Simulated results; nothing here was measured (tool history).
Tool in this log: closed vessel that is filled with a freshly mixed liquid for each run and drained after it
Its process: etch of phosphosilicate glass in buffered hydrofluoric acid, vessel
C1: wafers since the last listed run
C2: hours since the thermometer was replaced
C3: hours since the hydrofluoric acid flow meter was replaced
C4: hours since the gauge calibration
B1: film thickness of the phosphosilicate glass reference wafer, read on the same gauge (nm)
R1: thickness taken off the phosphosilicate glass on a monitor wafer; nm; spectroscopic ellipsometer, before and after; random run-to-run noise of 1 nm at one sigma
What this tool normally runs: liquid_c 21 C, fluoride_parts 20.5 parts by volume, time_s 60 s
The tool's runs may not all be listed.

Run 1, hour 0: usual settings but liquid_c 23 C; C1 0; C2 1626; C3 486.4; C4 901.9; B1 40.01. Result: R1 137.74 nm.
Run 2, hour 67.3: usual settings but liquid_c 23 C; C1 7444; C2 1693.3; C3 553.7; C4 969.2; B1 40. Result: R1 138.56 nm.
Run 3, hour 133.9: usual settings but liquid_c 23.5 C; C1 7366; C2 1759.9; C3 620.3; C4 1035.8; B1 40. Result: R1 142.99 nm.
Run 4, hour 191.6: usual settings but liquid_c 23.5 C; C1 6382; C2 1817.6; C3 678; C4 1093.5; B1 40.02. Result: R1 140.85 nm.
At hour 235.1: gauge calibrated.
Run 5, hour 250.4: usual settings but time_s 40 s; C1 6503; C2 1876.4; C3 736.8; C4 15.3; B1 39.99. Result: R1 81.63 nm.
Run 6, hour 313.3: usual settings but fluoride_parts 16 parts by volume, time_s 75 s; C1 6957; C2 1939.3; C3 799.7; C4 78.2; B1 39.98. Result: R1 189.98 nm.
Run 7, hour 373.4: usual settings but fluoride_parts 16 parts by volume, time_s 75 s; C1 6647; C2 1999.4; C3 859.8; C4 138.3; B1 40.01. Result: R1 186.73 nm.
Run 8, hour 406.6: usual settings but fluoride_parts 16 parts by volume, time_s 75 s; C1 3672; C2 2032.6; C3 893; C4 171.5; B1 39.99. Result: R1 188.25 nm.
Run 9, hour 477: usual settings but time_s 30 s; C1 7787; C2 2103; C3 963.4; C4 241.9; B1 40. Result: R1 60.83 nm.
Run 10, hour 508.6: usual settings but time_s 30 s; C1 3495; C2 2134.6; C3 995; C4 273.5; B1 39.98. Result: R1 61.26 nm.
Run 11, hour 555.7: usual settings but time_s 80 s; C1 5209; C2 2181.7; C3 1042.1; C4 320.6; B1 40. Result: R1 159.72 nm.
Run 12, hour 619.8: usual settings but time_s 80 s; C1 7090; C2 2245.8; C3 1106.2; C4 384.7; B1 40. Result: R1 160.3 nm.
Run 13, hour 650.8: usual settings; C1 3428; C2 2276.8; C3 1137.2; C4 415.7; B1 40. Result: R1 119.79 nm.
At hour 665.5: thermometer replaced.
Run 14, hour 693.5: usual settings but liquid_c 22.5 C; C1 4612; C2 28; C3 1179.9; C4 458.4; B1 40. Result: R1 129.27 nm.
Run 15, hour 741.2: usual settings but liquid_c 22.5 C; C1 5276; C2 75.7; C3 1227.6; C4 506.1; B1 39.98. Result: R1 130.87 nm.
Run 16, hour 826.2: usual settings but liquid_c 23.5 C, fluoride_parts 27.5 parts by volume, time_s 50 s; C1 9401; C2 160.7; C3 1312.6; C4 591.1; B1 39.99. Result: R1 92.93 nm.
Run 17, hour 850.3: usual settings but liquid_c 17.5 C; C1 2665; C2 184.8; C3 1336.7; C4 615.2; B1 40.01. Result: R1 95.65 nm.
Run 18, hour 892.5: usual settings; C1 4667; C2 227; C3 1378.9; C4 657.4; B1 40.01. Result: R1 119.14 nm.
Run 19, hour 1049.5: usual settings but fluoride_parts 25.5 parts by volume; C1 17365; C2 384; C3 1535.9; C4 814.4; B1 39.99. Result: R1 101.53 nm.
Run 20, hour 1078.9: usual settings; C1 3251; C2 413.4; C3 1565.3; C4 843.8; B1 39.99. Result: R1 117.4 nm.
Run 21, hour 1172.1: usual settings; C1 10308; C2 506.6; C3 1658.5; C4 937; B1 40. Result: R1 115.67 nm.
At hour 1235.2: hydrofluoric acid flow meter replaced.
Run 22, hour 1239.3: usual settings but liquid_c 22.5 C, fluoride_parts 14 parts by volume; C1 7322; C2 573.8; C3 4.1; C4 1004.2; B1 40. Result: R1 195.47 nm.
Run 23, hour 1309.2: usual settings but liquid_c 25 C, fluoride_parts 24 parts by volume, time_s 90 s; C1 7731; C2 643.7; C3 74; C4 1074.1; B1 40. Result: R1 209.08 nm.
At hour 1311.6: gauge calibrated.
Run 24, hour 1343.4: usual settings; C1 3782; C2 677.9; C3 108.2; C4 31.8; B1 40. Result: R1 125.49 nm.
Run 25, hour 1405.9: usual settings but fluoride_parts 23 parts by volume, time_s 85 s; C1 6913; C2 740.4; C3 170.7; C4 94.3; B1 40.01. Result: R1 163.94 nm.
Run 26, hour 1473.4: usual settings but liquid_c 23 C, fluoride_parts 28 parts by volume, time_s 45 s; C1 7466; C2 807.9; C3 238.2; C4 161.8; B1 39.98. Result: R1 83.67 nm.
Run 27, hour 1497.7: usual settings but time_s 85 s; C1 2687; C2 832.2; C3 262.5; C4 186.1; B1 39.99. Result: R1 176.79 nm.
Run 28, hour 1560: usual settings but liquid_c 23.5 C, time_s 90 s; C1 6891; C2 894.5; C3 324.8; C4 248.4; B1 39.99. Result: R1 214.45 nm.
Run 29, hour 1629.9: usual settings but liquid_c 25.5 C, time_s 85 s; C1 7731; C2 964.4; C3 394.7; C4 318.3; B1 40. Result: R1 225.46 nm.
Run 30, hour 1681.8: usual settings but liquid_c 25.5 C, time_s 80 s; C1 5740; C2 1016.3; C3 446.6; C4 370.2; B1 39.99. Result: R1 212.31 nm.

Here are 3 independent what-if runs from the current tool condition. What would each one return?
Run A, hour 1682.5: usual settings but fluoride_parts 15.5 parts by volume; C1 77; C2 1017; C3 447.3; C4 370.9; B1 ?. Result: R1 ?.
Run B, hour 1682.5: usual settings but time_s 75 s; C1 77; C2 1017; C3 447.3; C4 370.9; B1 ?. Result: R1 ?.
Run C, hour 1682.5: usual settings but liquid_c 18.5 C, fluoride_parts 12.5 parts by volume, time_s 30 s; C1 77; C2 1017; C3 447.3; C4 370.9; B1 ?. Result: R1 ?.

run     B1      R1
  A  40.01  160.32
  B  40.01  155.11
  C  40.01   86.07
Had the tool no hidden state, the same runs would have come out as:
run      R1
  A  166.98
  B  159.59
  C   89.62
